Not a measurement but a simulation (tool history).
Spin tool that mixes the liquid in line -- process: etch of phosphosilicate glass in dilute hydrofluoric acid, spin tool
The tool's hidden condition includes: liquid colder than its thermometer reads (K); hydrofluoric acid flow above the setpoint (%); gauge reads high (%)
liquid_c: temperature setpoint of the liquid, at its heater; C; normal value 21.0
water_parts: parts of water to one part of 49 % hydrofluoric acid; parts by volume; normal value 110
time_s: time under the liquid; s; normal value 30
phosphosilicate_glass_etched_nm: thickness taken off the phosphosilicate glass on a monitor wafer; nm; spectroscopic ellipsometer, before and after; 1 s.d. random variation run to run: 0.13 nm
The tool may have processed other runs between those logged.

run,hour,liquid_c,water_parts,time_s,wafers since the last listed run,hours since the thermometer was replaced,hours since the hydrofluoric acid flow meter was replaced,hours since the gauge calibration,"read-back film thickness of the phosphosilicate glass reference wafer, read on the same gauge (nm)",phosphosilicate_glass_etched_nm
1,0.0,21.0,110,25,0,2172.4,266.0,186.1,59.55,17.30
2,73.5,21.0,90,30,883,2245.9,339.5,259.6,59.36,25.70
3,148.9,21.0,110,40,906,2321.3,414.9,335.0,59.22,27.17
4,231.4,21.0,110,30,991,2403.8,497.4,417.5,59.02,20.39
5,298.9,21.0,130,30,811,2471.3,564.9,485.0,58.87,16.87
6,375.7,21.0,130,30,923,2548.1,641.7,561.8,58.64,16.93
7,423.5,19.5,110,25,574,2595.9,689.5,609.6,58.55,15.98
8,476.2,23.0,85,30,633,2648.6,742.2,662.3,58.43,29.24
# hour 479.1: gauge calibrated
# hour 528.6: hydrofluoric acid flow meter replaced
9,536.1,17.5,165,30,708,2708.5,7.5,57.0,59.84,11.37
10,572.9,17.5,125,20,442,2745.3,44.3,93.8,59.73,10.35
11,644.0,21.0,85,30,854,2816.4,115.4,164.9,59.55,27.47
12,728.4,17.0,130,15,1014,2900.8,199.8,249.3,59.35,7.33
# hour 811.3: thermometer replaced
13,949.1,19.0,110,30,2641,137.8,420.5,470.0,58.84,18.75
14,1038.2,21.0,130,30,1071,226.9,509.6,559.1,58.64,16.64
# hour 1071.5: gauge calibrated
15,1089.5,21.0,90,30,616,278.2,560.9,18.0,60.08,25.72

5 ways to go on from here, each from the tool as it stands after run 15. What would each give?
A,1089.9,21.0,160,30,4,278.6,561.3,18.4,?,?
B,1089.9,21.0,145,30,4,278.6,561.3,18.4,?,?
C,1089.9,26.0,70,30,4,278.6,561.3,18.4,?,?
D,1089.9,21.0,150,30,4,278.6,561.3,18.4,?,?
E,1089.9,19.5,110,15,4,278.6,561.3,18.4,?,?

run,"read-back film thickness of the phosphosilicate glass reference wafer, read on the same gauge (nm)",phosphosilicate_glass_etched_nm
A,60.06,13.69
B,60.06,15.35
C,60.06,42.43
D,60.06,14.76
E,60.06,9.89
Without the tool's unlogged condition, the same runs would have read:
run,phosphosilicate_glass_etched_nm
A,13.68
B,15.33
C,42.38
D,14.74
E,9.88

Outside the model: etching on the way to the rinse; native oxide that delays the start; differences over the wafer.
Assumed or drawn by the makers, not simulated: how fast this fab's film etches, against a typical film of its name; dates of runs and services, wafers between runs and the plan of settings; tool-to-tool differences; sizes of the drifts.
